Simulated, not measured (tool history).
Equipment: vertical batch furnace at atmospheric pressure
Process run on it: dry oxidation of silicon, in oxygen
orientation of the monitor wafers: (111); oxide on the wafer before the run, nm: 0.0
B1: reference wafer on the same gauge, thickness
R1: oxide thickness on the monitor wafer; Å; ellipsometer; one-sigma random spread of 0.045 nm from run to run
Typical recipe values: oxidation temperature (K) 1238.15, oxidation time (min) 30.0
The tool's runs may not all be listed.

{"run": 1, "hour": 0.0, "oxidation temperature (K)": 1224.15, "oxidation time (min)": 30.0, "B1": 31.49, "R1": 262.8}
{"run": 2, "hour": 15.7, "oxidation temperature (K)": 1224.15, "oxidation time (min)": 30.0, "B1": 31.47, "R1": 263.0}
{"run": 3, "hour": 27.3, "oxidation temperature (K)": 1248.15, "oxidation time (min)": 30.0, "B1": 31.46, "R1": 321.5}
{"hour": 34.2, "done": "gauge calibrated"}
{"run": 4, "hour": 39.1, "oxidation temperature (K)": 1248.15, "oxidation time (min)": 30.0, "B1": 31.7, "R1": 324.0}
{"run": 5, "hour": 49.5, "oxidation temperature (K)": 1248.15, "oxidation time (min)": 30.0, "B1": 31.69, "R1": 322.4}
{"run": 6, "hour": 59.8, "oxidation temperature (K)": 1238.15, "oxidation time (min)": 30.0, "B1": 31.66, "R1": 297.6}
{"run": 7, "hour": 107.4, "oxidation temperature (K)": 1238.15, "oxidation time (min)": 30.0, "B1": 31.63, "R1": 297.4}
{"run": 8, "hour": 118.8, "oxidation temperature (K)": 1238.15, "oxidation time (min)": 30.0, "B1": 31.61, "R1": 297.6}
{"run": 9, "hour": 126.9, "oxidation temperature (K)": 1238.15, "oxidation time (min)": 30.0, "B1": 31.62, "R1": 297.7}
{"hour": 170.2, "done": "boat lift adjusted"}
{"run": 10, "hour": 170.7, "oxidation temperature (K)": 1238.15, "oxidation time (min)": 30.0, "B1": 31.58, "R1": 297.4}
{"run": 11, "hour": 174.6, "oxidation temperature (K)": 1238.15, "oxidation time (min)": 25.0, "B1": 31.58, "R1": 262.6}
{"run": 12, "hour": 181.7, "oxidation temperature (K)": 1238.15, "oxidation time (min)": 25.0, "B1": 31.57, "R1": 262.4}
{"run": 13, "hour": 196.8, "oxidation temperature (K)": 1238.15, "oxidation time (min)": 25.0, "B1": 31.56, "R1": 262.5}
{"run": 14, "hour": 204.0, "oxidation temperature (K)": 1238.15, "oxidation time (min)": 23.0, "B1": 31.56, "R1": 248.1}
{"run": 15, "hour": 220.4, "oxidation temperature (K)": 1238.15, "oxidation time (min)": 30.0, "B1": 31.53, "R1": 296.2}
{"run": 16, "hour": 229.7, "oxidation temperature (K)": 1219.15, "oxidation time (min)": 30.0, "B1": 31.52, "R1": 251.7}
{"run": 17, "hour": 243.1, "oxidation temperature (K)": 1238.15, "oxidation time (min)": 30.0, "B1": 31.52, "R1": 296.0}
{"hour": 274.6, "done": "thermocouples replaced and temperature profile calibrated"}
{"run": 18, "hour": 275.1, "oxidation temperature (K)": 1238.15, "oxidation time (min)": 30.0, "B1": 31.49, "R1": 296.6}
{"run": 19, "hour": 279.0, "oxidation temperature (K)": 1230.15, "oxidation time (min)": 21.5, "B1": 31.49, "R1": 220.9}
{"run": 20, "hour": 283.0, "oxidation temperature (K)": 1253.15, "oxidation time (min)": 16.0, "B1": 31.49, "R1": 219.2}
{"run": 21, "hour": 287.5, "oxidation temperature (K)": 1238.15, "oxidation time (min)": 34.5, "B1": 31.47, "R1": 326.0}

Predict the results of run 22:
{"hour": 297.7, "done": "gauge calibrated"}
{"run": 22, "hour": 301.3, "oxidation temperature (K)": 1247.15, "oxidation time (min)": 16.5, "B1": "?", "R1": "?"}

B1: 31.67
R1: 214.5 Å
Without the tool's hidden state the same run would have given R1 214.7 Å.
